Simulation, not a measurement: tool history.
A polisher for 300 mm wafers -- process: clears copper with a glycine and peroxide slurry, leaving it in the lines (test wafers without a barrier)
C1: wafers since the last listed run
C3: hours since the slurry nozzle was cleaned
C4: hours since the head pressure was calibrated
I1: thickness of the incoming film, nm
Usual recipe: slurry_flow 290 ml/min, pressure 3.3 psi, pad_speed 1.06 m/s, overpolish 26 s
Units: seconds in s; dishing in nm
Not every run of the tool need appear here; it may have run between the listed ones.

{"run": 1, "hour": 0.0, "slurry_flow": 290, "pressure": 3.3, "pad_speed": 1.06, "overpolish": 26, "C1": 0, "wafers polished on this pad": 61, "C3": 250.3, "C4": 576.9, "I1": 621.4, "seconds": 80.6, "dishing": 100.1}
{"run": 2, "hour": 8.5, "slurry_flow": 290, "pressure": 3.3, "pad_speed": 1.06, "overpolish": 26, "C1": 46, "wafers polished on this pad": 107, "C3": 258.8, "C4": 585.4, "I1": 615.2, "seconds": 78.1, "dishing": 98.7}
{"run": 3, "hour": 16.0, "slurry_flow": 290, "pressure": 3.3, "pad_speed": 1.06, "overpolish": 26, "C1": 40, "wafers polished on this pad": 148, "C3": 266.3, "C4": 592.9, "I1": 622.2, "seconds": 82.0, "dishing": 97.1}
{"run": 4, "hour": 29.7, "slurry_flow": 290, "pressure": 3.3, "pad_speed": 1.06, "overpolish": 26, "C1": 74, "wafers polished on this pad": 223, "C3": 280.0, "C4": 606.6, "I1": 611.0, "seconds": 80.2, "dishing": 97.6}
{"run": 5, "hour": 38.9, "slurry_flow": 290, "pressure": 3.3, "pad_speed": 1.06, "overpolish": 32, "C1": 50, "wafers polished on this pad": 273, "C3": 289.2, "C4": 615.8, "I1": 616.5, "seconds": 80.6, "dishing": 109.1}
{"run": 6, "hour": 54.1, "slurry_flow": 290, "pressure": 3.3, "pad_speed": 1.06, "overpolish": 32, "C1": 83, "wafers polished on this pad": 356, "C3": 304.4, "C4": 631.0, "I1": 631.4, "seconds": 82.9, "dishing": 109.3}
{"run": 7, "hour": 66.1, "slurry_flow": 290, "pressure": 3.3, "pad_speed": 1.06, "overpolish": 26, "C1": 65, "wafers polished on this pad": 422, "C3": 316.4, "C4": 643.0, "I1": 621.3, "seconds": 81.3, "dishing": 97.7}
{"run": 8, "hour": 78.6, "slurry_flow": 290, "pressure": 3.3, "pad_speed": 1.06, "overpolish": 26, "C1": 68, "wafers polished on this pad": 490, "C3": 328.9, "C4": 655.5, "I1": 623.6, "seconds": 84.2, "dishing": 95.1}
{"run": 9, "hour": 90.2, "slurry_flow": 290, "pressure": 3.3, "pad_speed": 1.06, "overpolish": 26, "C1": 63, "wafers polished on this pad": 554, "C3": 340.5, "C4": 667.1, "I1": 625.2, "seconds": 84.4, "dishing": 98.3}
{"run": 10, "hour": 101.2, "slurry_flow": 290, "pressure": 3.3, "pad_speed": 1.06, "overpolish": 26, "C1": 60, "wafers polished on this pad": 614, "C3": 351.5, "C4": 678.1, "I1": 624.6, "seconds": 84.2, "dishing": 94.8}
{"run": 11, "hour": 120.4, "slurry_flow": 290, "pressure": 3.3, "pad_speed": 1.06, "overpolish": 26, "C1": 104, "wafers polished on this pad": 719, "C3": 370.7, "C4": 697.3, "I1": 619.7, "seconds": 84.5, "dishing": 95.6}
{"run": 12, "hour": 138.0, "slurry_flow": 290, "pressure": 3.3, "pad_speed": 1.06, "overpolish": 37, "C1": 96, "wafers polished on this pad": 815, "C3": 388.3, "C4": 714.9, "I1": 622.4, "seconds": 86.8, "dishing": 113.2}
{"run": 13, "hour": 152.8, "slurry_flow": 290, "pressure": 3.3, "pad_speed": 1.06, "overpolish": 37, "C1": 80, "wafers polished on this pad": 896, "C3": 403.1, "C4": 729.7, "I1": 622.1, "seconds": 87.9, "dishing": 114.4}
{"run": 14, "hour": 165.5, "slurry_flow": 290, "pressure": 3.3, "pad_speed": 1.06, "overpolish": 26, "C1": 69, "wafers polished on this pad": 965, "C3": 415.8, "C4": 742.4, "I1": 616.5, "seconds": 86.1, "dishing": 92.8}
{"run": 15, "hour": 180.6, "slurry_flow": 290, "pressure": 3.3, "pad_speed": 0.78, "overpolish": 26, "C1": 82, "wafers polished on this pad": 1048, "C3": 430.9, "C4": 757.5, "I1": 612.8, "seconds": 106.5, "dishing": 83.9}
{"hour": 188.2, "done": "head pressure recalibrated"}
{"hour": 193.2, "done": "worn pad replaced by a new one"}
{"run": 16, "hour": 194.3, "slurry_flow": 210, "pressure": 3.3, "pad_speed": 1.42, "overpolish": 26, "C1": 42, "wafers polished on this pad": 5, "C3": 444.6, "C4": 6.1, "I1": 617.2, "seconds": 64.8, "dishing": 109.4}
{"hour": 199.0, "done": "slurry nozzle cleaned"}
{"run": 17, "hour": 202.4, "slurry_flow": 290, "pressure": 2.7, "pad_speed": 1.32, "overpolish": 26, "C1": 38, "wafers polished on this pad": 44, "C3": 3.4, "C4": 14.2, "I1": 610.1, "seconds": 75.9, "dishing": 96.1}
{"run": 18, "hour": 216.8, "slurry_flow": 290, "pressure": 3.0, "pad_speed": 1.36, "overpolish": 26, "C1": 78, "wafers polished on this pad": 123, "C3": 17.8, "C4": 28.6, "I1": 627.9, "seconds": 72.9, "dishing": 101.6}
{"run": 19, "hour": 227.0, "slurry_flow": 290, "pressure": 3.3, "pad_speed": 1.06, "overpolish": 26, "C1": 55, "wafers polished on this pad": 179, "C3": 28.0, "C4": 38.8, "I1": 632.5, "seconds": 81.3, "dishing": 98.2}
{"run": 20, "hour": 234.1, "slurry_flow": 290, "pressure": 3.3, "pad_speed": 1.06, "overpolish": 26, "C1": 38, "wafers polished on this pad": 217, "C3": 35.1, "C4": 45.9, "I1": 614.2, "seconds": 80.4, "dishing": 97.9}
{"run": 21, "hour": 240.4, "slurry_flow": 235, "pressure": 3.3, "pad_speed": 1.16, "overpolish": 26, "C1": 34, "wafers polished on this pad": 252, "C3": 41.4, "C4": 52.2, "I1": 617.3, "seconds": 77.9, "dishing": 100.8}
{"run": 22, "hour": 248.4, "slurry_flow": 345, "pressure": 3.3, "pad_speed": 0.86, "overpolish": 21, "C1": 43, "wafers polished on this pad": 296, "C3": 49.4, "C4": 60.2, "I1": 617.7, "seconds": 91.2, "dishing": 80.5}
{"run": 23, "hour": 260.8, "slurry_flow": 290, "pressure": 4.0, "pad_speed": 1.06, "overpolish": 11, "C1": 67, "wafers polished on this pad": 363, "C3": 61.8, "C4": 72.6, "I1": 621.8, "seconds": 75.2, "dishing": 58.7}
{"run": 24, "hour": 274.8, "slurry_flow": 290, "pressure": 4.4, "pad_speed": 1.06, "overpolish": 26, "C1": 76, "wafers polished on this pad": 440, "C3": 75.8, "C4": 86.6, "I1": 618.2, "seconds": 71.1, "dishing": 107.7}

Run 25 comes next. What will it give?
{"run": 25, "hour": 291.1, "slurry_flow": 290, "pressure": 3.3, "pad_speed": 1.06, "overpolish": 26, "C1": 89, "wafers polished on this pad": 529, "C3": 92.1, "C4": 102.9, "I1": 616.1, "seconds": "?", "dishing": "?"}

{"run 25": {"seconds": 83.9, "dishing": 97.0}}
With the hidden condition absent and the run-to-run variation left alone, this run would have shown seconds 78.9 s, dishing 100.4 nm.
